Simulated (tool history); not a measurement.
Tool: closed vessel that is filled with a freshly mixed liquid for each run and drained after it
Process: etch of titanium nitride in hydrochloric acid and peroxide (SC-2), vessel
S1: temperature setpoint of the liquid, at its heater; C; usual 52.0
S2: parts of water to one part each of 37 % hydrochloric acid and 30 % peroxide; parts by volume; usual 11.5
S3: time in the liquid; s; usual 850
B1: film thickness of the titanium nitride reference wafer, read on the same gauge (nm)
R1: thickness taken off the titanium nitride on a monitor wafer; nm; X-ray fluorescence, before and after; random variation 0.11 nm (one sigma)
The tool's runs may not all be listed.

{"run": 1, "day": 0.0, "S1": 52.0, "S2": 11.5, "S3": 850, "B1": 40.02, "R1": 20.11}
{"run": 2, "day": 1.454, "S1": 52.0, "S2": 11.5, "S3": 850, "B1": 40.01, "R1": 20.31}
{"run": 3, "day": 2.533, "S1": 52.0, "S2": 11.5, "S3": 850, "B1": 39.98, "R1": 20.07}
{"run": 4, "day": 3.083, "S1": 52.0, "S2": 8.0, "S3": 850, "B1": 40.01, "R1": 27.19}
{"run": 5, "day": 4.225, "S1": 54.5, "S2": 11.5, "S3": 850, "B1": 39.99, "R1": 23.74}
{"run": 6, "day": 4.967, "S1": 54.5, "S2": 11.5, "S3": 850, "B1": 39.98, "R1": 23.5}
{"run": 7, "day": 5.817, "S1": 54.5, "S2": 11.5, "S3": 850, "B1": 40.01, "R1": 23.64}
{"run": 8, "day": 6.975, "S1": 52.0, "S2": 15.5, "S3": 850, "B1": 39.97, "R1": 15.49}
{"run": 9, "day": 7.642, "S1": 52.0, "S2": 11.5, "S3": 680, "B1": 39.98, "R1": 15.94}
{"run": 10, "day": 8.617, "S1": 52.0, "S2": 11.5, "S3": 680, "B1": 40.01, "R1": 15.9}
{"run": 11, "day": 9.392, "S1": 52.0, "S2": 11.5, "S3": 850, "B1": 40.01, "R1": 19.68}
{"run": 12, "day": 10.675, "S1": 52.0, "S2": 11.5, "S3": 850, "B1": 40.05, "R1": 19.56}
{"day": 11.55, "done": "new drum of peroxide connected"}
{"run": 13, "day": 11.571, "S1": 52.0, "S2": 11.5, "S3": 850, "B1": 40.01, "R1": 20.15}
{"day": 12.371, "done": "chemicals flow meter replaced"}
{"run": 14, "day": 12.392, "S1": 52.0, "S2": 11.5, "S3": 850, "B1": 39.98, "R1": 22.45}
{"run": 15, "day": 12.921, "S1": 56.5, "S2": 15.0, "S3": 695, "B1": 40.02, "R1": 19.55}
{"run": 16, "day": 14.404, "S1": 58.0, "S2": 11.5, "S3": 850, "B1": 40.02, "R1": 33.23}
{"day": 15.308, "done": "gauge calibrated"}
{"run": 17, "day": 15.471, "S1": 52.0, "S2": 11.5, "S3": 680, "B1": 40.02, "R1": 17.91}
{"run": 18, "day": 16.479, "S1": 52.0, "S2": 6.0, "S3": 850, "B1": 39.97, "R1": 37.86}
{"run": 19, "day": 17.946, "S1": 52.0, "S2": 11.5, "S3": 850, "B1": 39.96, "R1": 22.17}
{"run": 20, "day": 19.379, "S1": 58.5, "S2": 15.0, "S3": 490, "B1": 39.97, "R1": 15.49}
{"run": 21, "day": 20.425, "S1": 52.0, "S2": 11.5, "S3": 1250, "B1": 40.01, "R1": 32.51}
{"day": 20.542, "done": "thermometer replaced"}
{"run": 22, "day": 21.329, "S1": 52.0, "S2": 9.0, "S3": 365, "B1": 39.99, "R1": 11.61}
{"run": 23, "day": 21.917, "S1": 58.5, "S2": 11.5, "S3": 850, "B1": 40.01, "R1": 33.5}
{"run": 24, "day": 24.729, "S1": 58.5, "S2": 15.0, "S3": 490, "B1": 39.99, "R1": 15.31}
{"run": 25, "day": 27.238, "S1": 58.5, "S2": 11.5, "S3": 1300, "B1": 40.05, "R1": 50.68}
{"run": 26, "day": 28.625, "S1": 44.0, "S2": 11.5, "S3": 850, "B1": 39.96, "R1": 12.72}
{"run": 27, "day": 29.638, "S1": 52.0, "S2": 11.5, "S3": 850, "B1": 40.04, "R1": 21.59}
{"run": 28, "day": 30.917, "S1": 61.5, "S2": 16.0, "S3": 1055, "B1": 40.01, "R1": 36.88}

Forecast each of these 4 alternatives for the next run:
{"run": "A", "day": 30.954, "S1": 59.5, "S2": 11.5, "S3": 850, "B1": "?", "R1": "?"}
{"run": "B", "day": 30.954, "S1": 44.0, "S2": 16.0, "S3": 570, "B1": "?", "R1": "?"}
{"run": "C", "day": 30.954, "S1": 52.0, "S2": 7.0, "S3": 1275, "B1": "?", "R1": "?"}
{"run": "D", "day": 30.954, "S1": 42.0, "S2": 10.0, "S3": 1150, "B1": "?", "R1": "?"}

run=A B1=40.00 R1=35.05
run=B B1=40.00 R1=6.33
run=C B1=40.00 R1=48.83
run=D B1=40.00 R1=16.70
Without the tool's hidden state the same runs would have given:
run=A R1=37.01
run=B R1=6.69
run=C R1=51.38
run=D R1=17.62
